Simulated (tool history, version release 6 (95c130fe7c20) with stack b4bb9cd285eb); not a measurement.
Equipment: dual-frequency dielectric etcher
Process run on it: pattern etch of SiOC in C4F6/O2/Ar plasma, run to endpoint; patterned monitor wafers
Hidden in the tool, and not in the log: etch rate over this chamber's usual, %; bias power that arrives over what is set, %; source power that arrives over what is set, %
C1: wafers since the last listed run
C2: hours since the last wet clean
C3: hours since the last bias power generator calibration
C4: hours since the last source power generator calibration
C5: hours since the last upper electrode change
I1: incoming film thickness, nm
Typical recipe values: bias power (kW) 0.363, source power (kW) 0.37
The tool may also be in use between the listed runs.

run 1 day=0 | bias_power_(kW)=0.363 source_power_(kW)=0.32 | C1=0 C2=15 C3=4002.9 C4=3719 C5=2444.6 | I1=30.14 | endpoint_time_(s)=12.9
run 2 day=1.188 | bias_power_(kW)=0.363 source_power_(kW)=0.37 | C1=391 C2=43.5 C3=4031.4 C4=3747.5 C5=2473.1 | I1=30.01 | endpoint_time_(s)=12.1
run 3 day=1.946 | bias_power_(kW)=0.363 source_power_(kW)=0.37 | C1=249 C2=61.7 C3=4049.6 C4=3765.7 C5=2491.3 | I1=30.32 | endpoint_time_(s)=12.3
run 4 day=2.775 | bias_power_(kW)=0.406 source_power_(kW)=0.37 | C1=273 C2=81.6 C3=4069.5 C4=3785.6 C5=2511.2 | I1=30.21 | endpoint_time_(s)=11.9
run 5 day=3.633 | bias_power_(kW)=0.406 source_power_(kW)=0.37 | C1=282 C2=102.2 C3=4090.1 C4=3806.2 C5=2531.8 | I1=30.23 | endpoint_time_(s)=12.1
run 6 day=4.375 | bias_power_(kW)=0.406 source_power_(kW)=0.37 | C1=244 C2=120 C3=4107.9 C4=3824 C5=2549.6 | I1=30.32 | endpoint_time_(s)=12
run 7 day=5.329 | bias_power_(kW)=0.299 source_power_(kW)=0.37 | C1=314 C2=142.9 C3=4130.8 C4=3846.9 C5=2572.5 | I1=30.48 | endpoint_time_(s)=13.1
run 8 day=5.846 | bias_power_(kW)=0.363 source_power_(kW)=0.37 | C1=170 C2=155.3 C3=4143.2 C4=3859.3 C5=2584.9 | I1=30.12 | endpoint_time_(s)=12.5
run 9 day=6.596 | bias_power_(kW)=0.408 source_power_(kW)=0.37 | C1=247 C2=173.3 C3=4161.2 C4=3877.3 C5=2602.9 | I1=30.25 | endpoint_time_(s)=12.1
-- day=7.9 upper electrode replaced
run 10 day=7.921 | bias_power_(kW)=0.363 source_power_(kW)=0.33 | C1=107 C2=205.1 C3=4193 C4=3909.1 C5=0.5 | I1=30.05 | endpoint_time_(s)=13.1
run 11 day=8.479 | bias_power_(kW)=0.363 source_power_(kW)=0.33 | C1=183 C2=218.5 C3=4206.4 C4=3922.5 C5=13.9 | I1=30.16 | endpoint_time_(s)=13.2
run 12 day=9.362 | bias_power_(kW)=0.363 source_power_(kW)=0.33 | C1=291 C2=239.7 C3=4227.6 C4=3943.7 C5=35.1 | I1=30.02 | endpoint_time_(s)=13
run 13 day=9.867 | bias_power_(kW)=0.388 source_power_(kW)=0.37 | C1=166 C2=251.8 C3=4239.7 C4=3955.8 C5=47.2 | I1=30.29 | endpoint_time_(s)=12.3
-- day=10.854 bias power generator calibrated
run 14 day=11.254 | bias_power_(kW)=0.388 source_power_(kW)=0.37 | C1=402 C2=285.1 C3=9.6 C4=3989.1 C5=80.5 | I1=29.88 | endpoint_time_(s)=12
run 15 day=12.683 | bias_power_(kW)=0.363 source_power_(kW)=0.37 | C1=470 C2=319.4 C3=43.9 C4=4023.4 C5=114.8 | I1=30.27 | endpoint_time_(s)=12.6
run 16 day=13.879 | bias_power_(kW)=0.363 source_power_(kW)=0.42 | C1=393 C2=348.1 C3=72.6 C4=4052.1 C5=143.5 | I1=29.92 | endpoint_time_(s)=11.8
run 17 day=15.117 | bias_power_(kW)=0.311 source_power_(kW)=0.31 | C1=407 C2=377.8 C3=102.3 C4=4081.8 C5=173.2 | I1=30.52 | endpoint_time_(s)=14.7
run 18 day=15.617 | bias_power_(kW)=0.39 source_power_(kW)=0.37 | C1=164 C2=389.8 C3=114.3 C4=4093.8 C5=185.2 | I1=30.14 | endpoint_time_(s)=12.3
run 19 day=16.992 | bias_power_(kW)=0.363 source_power_(kW)=0.37 | C1=452 C2=422.8 C3=147.3 C4=4126.8 C5=218.2 | I1=30.12 | endpoint_time_(s)=12.9
run 20 day=17.525 | bias_power_(kW)=0.363 source_power_(kW)=0.37 | C1=175 C2=435.6 C3=160.1 C4=4139.6 C5=231 | I1=29.93 | endpoint_time_(s)=12.7
run 21 day=18.938 | bias_power_(kW)=0.289 source_power_(kW)=0.32 | C1=465 C2=469.5 C3=194 C4=4173.5 C5=264.9 | I1=30.07 | endpoint_time_(s)=14.8
-- day=20.204 wet clean of the chamber
run 22 day=20.225 | bias_power_(kW)=0.363 source_power_(kW)=0.37 | C1=94 C2=0.5 C3=224.9 C4=4204.4 C5=295.8 | I1=30.46 | endpoint_time_(s)=12.3
run 23 day=20.675 | bias_power_(kW)=0.274 source_power_(kW)=0.37 | C1=148 C2=11.3 C3=235.7 C4=4215.2 C5=306.6 | I1=30 | endpoint_time_(s)=13.4
-- day=20.929 source power generator calibrated
run 24 day=21.429 | bias_power_(kW)=0.363 source_power_(kW)=0.37 | C1=193 C2=29.4 C3=253.8 C4=12 C5=324.7 | I1=30.2 | endpoint_time_(s)=12.1
run 25 day=24.133 | bias_power_(kW)=0.278 source_power_(kW)=0.29 | C1=890 C2=94.3 C3=318.7 C4=76.9 C5=389.6 | I1=30.05 | endpoint_time_(s)=15.2
run 26 day=25.008 | bias_power_(kW)=0.363 source_power_(kW)=0.37 | C1=288 C2=115.3 C3=339.7 C4=97.9 C5=410.6 | I1=30.26 | endpoint_time_(s)=12.3
run 27 day=25.867 | bias_power_(kW)=0.329 source_power_(kW)=0.37 | C1=282 C2=135.9 C3=360.3 C4=118.5 C5=431.2 | I1=30.25 | endpoint_time_(s)=12.8
run 28 day=26.908 | bias_power_(kW)=0.408 source_power_(kW)=0.28 | C1=343 C2=160.9 C3=385.3 C4=143.5 C5=456.2 | I1=30.39 | endpoint_time_(s)=13.7
run 29 day=27.492 | bias_power_(kW)=0.431 source_power_(kW)=0.42 | C1=192 C2=174.9 C3=399.3 C4=157.5 C5=470.2 | I1=30.48 | endpoint_time_(s)=11
run 30 day=28.85 | bias_power_(kW)=0.276 source_power_(kW)=0.37 | C1=447 C2=207.5 C3=431.9 C4=190.1 C5=502.8 | I1=30.09 | endpoint_time_(s)=13.5
run 31 day=29.396 | bias_power_(kW)=0.282 source_power_(kW)=0.43 | C1=179 C2=220.6 C3=445 C4=203.2 C5=515.9 | I1=30.62 | endpoint_time_(s)=12.8
run 32 day=30.467 | bias_power_(kW)=0.323 source_power_(kW)=0.41 | C1=352 C2=246.3 C3=470.7 C4=228.9 C5=541.6 | I1=30.28 | endpoint_time_(s)=12.4
run 33 day=31.867 | bias_power_(kW)=0.363 source_power_(kW)=0.37 | C1=461 C2=279.9 C3=504.3 C4=262.5 C5=575.2 | I1=29.87 | endpoint_time_(s)=12.3
run 34 day=32.908 | bias_power_(kW)=0.363 source_power_(kW)=0.37 | C1=343 C2=304.9 C3=529.3 C4=287.5 C5=600.2 | I1=30.15 | endpoint_time_(s)=12.5
run 35 day=34.112 | bias_power_(kW)=0.39 source_power_(kW)=0.37 | C1=396 C2=333.8 C3=558.2 C4=316.4 C5=629.1 | I1=30.31 | endpoint_time_(s)=12.5

Hidden state at the last listed run before each entry between runs and at the first one after, where it differs:
Run 9 -> run 10: upper electrode replaced (day 7.9)
  etch rate over this chamber's usual, %: -1.92 -> -2.22
  the result without the hidden state subtracted from the measured one, endpoint time (s): +0.3 -> +0.3
Run 13 -> run 14: bias power generator calibrated (day 10.854)
  etch rate over this chamber's usual, %: -2.65 -> -2.96
  the result without the hidden state subtracted from the measured one, endpoint time (s): +0.3 -> +0.3
Run 21 -> run 22: wet clean of the chamber (day 20.204)
  etch rate over this chamber's usual, %: -4.67 -> 0.0714
  the result without the hidden state subtracted from the measured one, endpoint time (s): +0.7 -> +0
Run 23 -> run 24: source power generator calibrated (day 20.929)
  etch rate over this chamber's usual, %: -0.0289 -> -0.197
  the result without the hidden state subtracted from the measured one, endpoint time (s): +0 -> +0
